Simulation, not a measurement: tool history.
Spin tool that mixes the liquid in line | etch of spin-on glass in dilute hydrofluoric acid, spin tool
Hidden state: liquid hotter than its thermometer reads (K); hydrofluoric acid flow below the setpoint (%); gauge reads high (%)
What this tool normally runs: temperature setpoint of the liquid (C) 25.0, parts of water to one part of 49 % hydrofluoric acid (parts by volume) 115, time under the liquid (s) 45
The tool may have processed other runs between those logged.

run    hour  temperature setpoint of the liquid (C)  parts of water to one part of 49 % hydrofluoric acid (parts by volume)  time under the liquid (s)  wafers since the last listed run  hours since the thermometer was replaced  hours since the hydrofluoric acid flow meter was replaced  hours since the gauge calibration  read-back film thickness of the spin-on glass reference wafer, read on the same gauge (nm)  thickness taken off the spin-on glass on a monitor wafer (nm)
  1     0.0                                    25.0                                                                     115                         50                                 0                                    1328.7                                                     2009.6                              679.1                                                                                       59.99                                                          12.64
  2    44.5                                    25.0                                                                     115                         50                               712                                    1373.2                                                     2054.1                              723.6                                                                                       59.99                                                          12.51
  3   200.5                                    25.0                                                                     115                         50                              2497                                    1529.2                                                     2210.1                              879.6                                                                                       59.99                                                          12.46
  4   237.6                                    28.5                                                                     115                         30                               593                                    1566.3                                                     2247.2                              916.7                                                                                       59.98                                                           8.47
  5   293.7                                    28.5                                                                     115                         30                               898                                    1622.4                                                     2303.3                              972.8                                                                                       60.00                                                           8.45
  6   355.2                                    28.5                                                                     115                         30                               984                                    1683.9                                                     2364.8                             1034.3                                                                                       60.01                                                           8.40
  7   417.5                                    25.0                                                                     115                         55                               997                                    1746.2                                                     2427.1                             1096.6                                                                                       60.02                                                          13.46
      429.9  -- hydrofluoric acid flow meter replaced
  8   464.6                                    25.0                                                                     115                         55                               737                                    1793.3                                                       34.7                             1143.7                                                                                       59.97                                                          15.54
      529.6  -- gauge calibrated
  9   533.6                                    25.0                                                                     115                         55                              1104                                    1862.3                                                      103.7                                4.0                                                                                       60.00                                                          15.53
 10   592.8                                    25.0                                                                     115                         45                               947                                    1921.5                                                      162.9                               63.2                                                                                       60.00                                                          12.72
      624.8  -- thermometer replaced
 11   663.0                                    25.0                                                                     115                         45                              1107                                      38.2                                                      233.1                              133.4                                                                                       60.01                                                          12.65
 12   725.2                                    25.0                                                                     115                         45                               995                                     100.4                                                      295.3                              195.6                                                                                       59.98                                                          12.64
 13   783.3                                    29.5                                                                     145                         60                               930                                     158.5                                                      353.4                              253.7                                                                                       60.01                                                          15.10
 14   819.4                                    20.5                                                                     115                         45                               577                                     194.6                                                      389.5                              289.8                                                                                       60.00                                                          10.49
 15   864.9                                    25.0                                                                     115                         50                               728                                     240.1                                                      435.0                              335.3                                                                                       60.01                                                          14.04
 16   899.1                                    25.0                                                                     115                         45                               547                                     274.3                                                      469.2                              369.5                                                                                       59.98                                                          12.47
 17   964.1                                    28.5                                                                     115                         45                              1040                                     339.3                                                      534.2                              434.5                                                                                       60.01                                                          14.23
 18  1014.0                                    25.0                                                                     135                         45                               798                                     389.2                                                      584.1                              484.4                                                                                       60.00                                                          10.41
 19  1054.9                                    29.0                                                                     160                         30                               654                                     430.1                                                      625.0                              525.3                                                                                       60.01                                                           6.48
 20  1124.7                                    22.0                                                                     145                         60                              1117                                     499.9                                                      694.8                              595.1                                                                                       60.02                                                          11.24
 21  1156.9                                    29.5                                                                     165                         25                               515                                     532.1                                                      727.0                              627.3                                                                                       60.02                                                           5.28
 22  1184.9                                    21.5                                                                     115                         25                               448                                     560.1                                                      755.0                              655.3                                                                                       60.00                                                           5.91

What if the next run were any one of these 4? Each begins from the tool's condition after run 22:
  A  1185.3                                    25.0                                                                     115                         45                                 6                                     560.5                                                      755.4                              655.7                                                                                           ?                                                              ?
  B  1185.3                                    25.0                                                                     155                         60                                 6                                     560.5                                                      755.4                              655.7                                                                                           ?                                                              ?
  C  1185.3                                    27.0                                                                     155                         40                                 6                                     560.5                                                      755.4                              655.7                                                                                           ?                                                              ?
  D  1185.3                                    22.5                                                                      95                         65                                 6                                     560.5                                                      755.4                              655.7                                                                                           ?                                                              ?

run  read-back film thickness of the spin-on glass reference wafer, read on the same gauge (nm)  thickness taken off the spin-on glass on a monitor wafer (nm)
  A                                                                                       59.99                                                          12.18
  B                                                                                       59.99                                                          11.47
  C                                                                                       59.99                                                           8.24
  D                                                                                       59.99                                                          19.79
With the hidden condition removed and each run's random variation left untouched, the same runs would have given:
run  thickness taken off the spin-on glass on a monitor wafer (nm)
  A                                                          12.76
  B                                                          12.03
  C                                                           8.64
  D                                                          20.70
